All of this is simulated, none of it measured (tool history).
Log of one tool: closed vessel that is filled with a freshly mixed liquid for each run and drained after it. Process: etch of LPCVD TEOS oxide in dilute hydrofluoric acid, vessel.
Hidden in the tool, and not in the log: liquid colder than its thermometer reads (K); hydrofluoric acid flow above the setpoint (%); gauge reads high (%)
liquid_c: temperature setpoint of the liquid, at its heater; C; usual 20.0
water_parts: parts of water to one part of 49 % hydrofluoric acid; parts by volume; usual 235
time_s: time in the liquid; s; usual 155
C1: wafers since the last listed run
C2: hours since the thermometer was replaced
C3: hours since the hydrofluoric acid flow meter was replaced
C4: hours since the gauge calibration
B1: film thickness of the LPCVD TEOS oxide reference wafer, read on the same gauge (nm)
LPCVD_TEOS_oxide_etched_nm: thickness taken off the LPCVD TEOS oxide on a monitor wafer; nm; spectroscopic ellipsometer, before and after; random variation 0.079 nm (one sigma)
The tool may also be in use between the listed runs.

run 1 day=0.000 | liquid_c=20.0 water_parts=235 time_s=155 | C1=0 C2=291.9 C3=381.5 C4=1610.3 | B1=126.47 | LPCVD_TEOS_oxide_etched_nm=20.82
run 2 day=1.683 | liquid_c=20.0 water_parts=235 time_s=155 | C1=4813 C2=332.3 C3=421.9 C4=1650.7 | B1=126.45 | LPCVD_TEOS_oxide_etched_nm=20.63
run 3 day=4.254 | liquid_c=20.0 water_parts=235 time_s=155 | C1=7351 C2=394.0 C3=483.6 C4=1712.4 | B1=126.41 | LPCVD_TEOS_oxide_etched_nm=20.77
run 4 day=5.988 | liquid_c=20.0 water_parts=235 time_s=155 | C1=4956 C2=435.6 C3=525.2 C4=1754.0 | B1=126.40 | LPCVD_TEOS_oxide_etched_nm=20.94
-- day=6.992 hydrofluoric acid flow meter replaced
run 5 day=8.304 | liquid_c=20.0 water_parts=235 time_s=155 | C1=6505 C2=491.2 C3=31.5 C4=1809.6 | B1=126.38 | LPCVD_TEOS_oxide_etched_nm=20.77
-- day=16.900 thermometer replaced
run 6 day=17.200 | liquid_c=20.0 water_parts=235 time_s=155 | C1=25319 C2=7.2 C3=245.0 C4=2023.1 | B1=126.28 | LPCVD_TEOS_oxide_etched_nm=20.74
run 7 day=18.262 | liquid_c=20.0 water_parts=235 time_s=155 | C1=3038 C2=32.7 C3=270.5 C4=2048.6 | B1=126.32 | LPCVD_TEOS_oxide_etched_nm=20.76
run 8 day=20.188 | liquid_c=20.0 water_parts=235 time_s=155 | C1=5504 C2=78.9 C3=316.7 C4=2094.8 | B1=126.28 | LPCVD_TEOS_oxide_etched_nm=20.84
run 9 day=22.112 | liquid_c=20.0 water_parts=235 time_s=155 | C1=5504 C2=125.1 C3=362.9 C4=2141.0 | B1=126.27 | LPCVD_TEOS_oxide_etched_nm=20.90
run 10 day=24.121 | liquid_c=20.0 water_parts=235 time_s=155 | C1=5743 C2=173.3 C3=411.1 C4=2189.2 | B1=126.27 | LPCVD_TEOS_oxide_etched_nm=20.73
-- day=25.204 gauge calibrated
run 11 day=25.708 | liquid_c=20.0 water_parts=235 time_s=155 | C1=4539 C2=211.4 C3=449.2 C4=12.1 | B1=130.45 | LPCVD_TEOS_oxide_etched_nm=21.41
run 12 day=28.042 | liquid_c=20.0 water_parts=235 time_s=155 | C1=6672 C2=267.4 C3=505.2 C4=68.1 | B1=130.21 | LPCVD_TEOS_oxide_etched_nm=21.36
run 13 day=29.883 | liquid_c=23.5 water_parts=160 time_s=215 | C1=5266 C2=311.6 C3=549.4 C4=112.3 | B1=130.02 | LPCVD_TEOS_oxide_etched_nm=53.57
-- day=31.021 hydrofluoric acid flow meter replaced
run 14 day=32.771 | liquid_c=20.0 water_parts=235 time_s=80 | C1=8138 C2=380.9 C3=42.0 C4=181.6 | B1=129.77 | LPCVD_TEOS_oxide_etched_nm=11.07
run 15 day=34.488 | liquid_c=20.0 water_parts=270 time_s=155 | C1=4909 C2=422.1 C3=83.2 C4=222.8 | B1=129.65 | LPCVD_TEOS_oxide_etched_nm=18.02
run 16 day=35.775 | liquid_c=17.5 water_parts=145 time_s=155 | C1=3681 C2=453.0 C3=114.1 C4=253.7 | B1=129.52 | LPCVD_TEOS_oxide_etched_nm=34.25
run 17 day=38.671 | liquid_c=20.0 water_parts=335 time_s=155 | C1=8281 C2=522.5 C3=183.6 C4=323.2 | B1=129.35 | LPCVD_TEOS_oxide_etched_nm=13.57
run 18 day=40.188 | liquid_c=20.0 water_parts=235 time_s=155 | C1=4337 C2=558.9 C3=220.0 C4=359.6 | B1=129.21 | LPCVD_TEOS_oxide_etched_nm=21.29
run 19 day=42.808 | liquid_c=24.5 water_parts=315 time_s=115 | C1=7494 C2=621.8 C3=282.9 C4=422.5 | B1=129.02 | LPCVD_TEOS_oxide_etched_nm=12.80
run 20 day=44.571 | liquid_c=20.0 water_parts=310 time_s=155 | C1=5040 C2=664.1 C3=325.2 C4=464.8 | B1=128.94 | LPCVD_TEOS_oxide_etched_nm=15.10
-- day=46.767 thermometer replaced
run 21 day=46.788 | liquid_c=20.0 water_parts=235 time_s=155 | C1=6219 C2=0.5 C3=378.4 C4=518.0 | B1=128.80 | LPCVD_TEOS_oxide_etched_nm=21.07
run 22 day=49.058 | liquid_c=20.0 water_parts=235 time_s=155 | C1=6493 C2=55.0 C3=432.9 C4=572.5 | B1=128.68 | LPCVD_TEOS_oxide_etched_nm=21.20
run 23 day=50.750 | liquid_c=17.0 water_parts=235 time_s=155 | C1=4837 C2=95.6 C3=473.5 C4=613.1 | B1=128.59 | LPCVD_TEOS_oxide_etched_nm=18.87
run 24 day=52.962 | liquid_c=24.0 water_parts=350 time_s=90 | C1=6326 C2=148.7 C3=526.6 C4=666.2 | B1=128.48 | LPCVD_TEOS_oxide_etched_nm=8.56
run 25 day=54.962 | liquid_c=20.0 water_parts=235 time_s=155 | C1=5719 C2=196.7 C3=574.6 C4=714.2 | B1=128.39 | LPCVD_TEOS_oxide_etched_nm=21.07
run 26 day=56.038 | liquid_c=23.5 water_parts=125 time_s=110 | C1=3074 C2=222.5 C3=600.4 C4=740.0 | B1=128.35 | LPCVD_TEOS_oxide_etched_nm=36.25
-- day=56.621 hydrofluoric acid flow meter replaced
run 27 day=62.775 | liquid_c=22.0 water_parts=290 time_s=210 | C1=19147 C2=384.2 C3=147.7 C4=901.7 | B1=128.09 | LPCVD_TEOS_oxide_etched_nm=23.65
run 28 day=64.858 | liquid_c=18.0 water_parts=320 time_s=60 | C1=5957 C2=434.2 C3=197.7 C4=951.7 | B1=128.04 | LPCVD_TEOS_oxide_etched_nm=5.17
run 29 day=72.075 | liquid_c=20.0 water_parts=235 time_s=70 | C1=20636 C2=607.4 C3=370.9 C4=1124.9 | B1=127.86 | LPCVD_TEOS_oxide_etched_nm=9.46
run 30 day=74.142 | liquid_c=20.0 water_parts=160 time_s=155 | C1=5909 C2=657.0 C3=420.5 C4=1174.5 | B1=127.81 | LPCVD_TEOS_oxide_etched_nm=33.28
run 31 day=75.596 | liquid_c=20.0 water_parts=235 time_s=85 | C1=4158 C2=691.9 C3=455.4 C4=1209.4 | B1=127.75 | LPCVD_TEOS_oxide_etched_nm=11.55
run 32 day=78.117 | liquid_c=20.0 water_parts=165 time_s=190 | C1=7208 C2=752.4 C3=515.9 C4=1269.9 | B1=127.71 | LPCVD_TEOS_oxide_etched_nm=39.36
-- day=79.050 hydrofluoric acid flow meter replaced
-- day=79.133 thermometer replaced
run 33 day=79.446 | liquid_c=22.0 water_parts=345 time_s=110 | C1=3562 C2=7.5 C3=9.5 C4=1301.8 | B1=127.72 | LPCVD_TEOS_oxide_etched_nm=9.82

The same runs without the tool's hidden state, with the same run-to-run variation:
run=1 LPCVD_TEOS_oxide_etched_nm=21.40
run=2 LPCVD_TEOS_oxide_etched_nm=21.21
run=3 LPCVD_TEOS_oxide_etched_nm=21.36
run=4 LPCVD_TEOS_oxide_etched_nm=21.53
run=5 LPCVD_TEOS_oxide_etched_nm=21.36
run=6 LPCVD_TEOS_oxide_etched_nm=21.35
run=7 LPCVD_TEOS_oxide_etched_nm=21.37
run=8 LPCVD_TEOS_oxide_etched_nm=21.45
run=9 LPCVD_TEOS_oxide_etched_nm=21.52
run=10 LPCVD_TEOS_oxide_etched_nm=21.35
run=11 LPCVD_TEOS_oxide_etched_nm=21.34
run=12 LPCVD_TEOS_oxide_etched_nm=21.33
run=13 LPCVD_TEOS_oxide_etched_nm=53.56
run=14 LPCVD_TEOS_oxide_etched_nm=11.09
run=15 LPCVD_TEOS_oxide_etched_nm=18.07
run=16 LPCVD_TEOS_oxide_etched_nm=34.37
run=17 LPCVD_TEOS_oxide_etched_nm=13.64
run=18 LPCVD_TEOS_oxide_etched_nm=21.42
run=19 LPCVD_TEOS_oxide_etched_nm=12.89
run=20 LPCVD_TEOS_oxide_etched_nm=15.23
run=21 LPCVD_TEOS_oxide_etched_nm=21.26
run=22 LPCVD_TEOS_oxide_etched_nm=21.42
run=23 LPCVD_TEOS_oxide_etched_nm=19.08
run=24 LPCVD_TEOS_oxide_etched_nm=8.66
run=25 LPCVD_TEOS_oxide_etched_nm=21.33
run=26 LPCVD_TEOS_oxide_etched_nm=36.71
run=27 LPCVD_TEOS_oxide_etched_nm=24.00
run=28 LPCVD_TEOS_oxide_etched_nm=5.25
run=29 LPCVD_TEOS_oxide_etched_nm=9.62
run=30 LPCVD_TEOS_oxide_etched_nm=33.85
run=31 LPCVD_TEOS_oxide_etched_nm=11.75
run=32 LPCVD_TEOS_oxide_etched_nm=40.07
run=33 LPCVD_TEOS_oxide_etched_nm=10.00
